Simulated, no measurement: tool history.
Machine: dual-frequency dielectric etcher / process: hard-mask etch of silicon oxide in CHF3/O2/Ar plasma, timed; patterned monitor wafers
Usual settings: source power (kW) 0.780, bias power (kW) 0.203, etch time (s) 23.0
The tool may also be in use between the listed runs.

run    hour  source power (kW)  bias power (kW)  etch time (s)  read-back reference wafer on the same gauge, depth_nm  mean etch depth across the wafer (angstrom)
  1     0.0              0.780            0.181           26.0                                                   44.0                                          586
  2    45.0              0.780            0.181           26.0                                                   44.0                                          593
  3   115.1              0.780            0.181           26.0                                                   44.0                                          594
  4   241.1              0.780            0.203           23.0                                                   44.0                                          532
  5   292.7              0.780            0.203           23.0                                                   44.0                                          529
  6   353.3              0.850            0.179           23.0                                                   44.0                                          533
  7   465.9              0.850            0.179           23.0                                                   44.0                                          539
  8   532.4              0.850            0.179           23.0                                                   44.0                                          534
  9   580.6              0.780            0.203           23.0                                                   44.0                                          535
 10   638.6              0.620            0.203           28.5                                                   44.1                                          613
 11   688.6              0.780            0.181           26.0                                                   44.0                                          585
 12   740.5              0.780            0.218           25.5                                                   44.0                                          597
 13   882.6              0.950            0.203           18.0                                                   44.0                                          440
 14   949.7              0.780            0.181           26.0                                                   44.0                                          591
 15   982.8              0.890            0.232           28.5                                                   44.0                                          703
 16  1010.8              0.640            0.239           30.0                                                   44.0                                          673
 17  1057.6              0.850            0.179           23.0                                                   44.1                                          534
 18  1126.3              0.780            0.203           20.5                                                   44.0                                          473
 19  1160.2              0.780            0.203           18.5                                                   44.0                                          426

Removed from this log: 6 entries logged between the listed runs. Between which two listed runs does each belong, and how does the tool's hidden state at the listed run before it compare with that at the listed run after it?
Between runs 1 and 2: wet clean of the chamber (hour 11.0)
  the hidden state is the same at both runs
Between runs 6 and 7: upper electrode replaced (hour 448.6)
  the hidden state is the same at both runs
Between runs 9 and 10: bias power generator calibrated (hour 631.1); wet clean of the chamber (hour 638.1)
  the hidden state is the same at both runs
Between runs 13 and 14: gauge calibrated (hour 884.1); source power generator calibrated (hour 922.3)
  the hidden state is the same at both runs
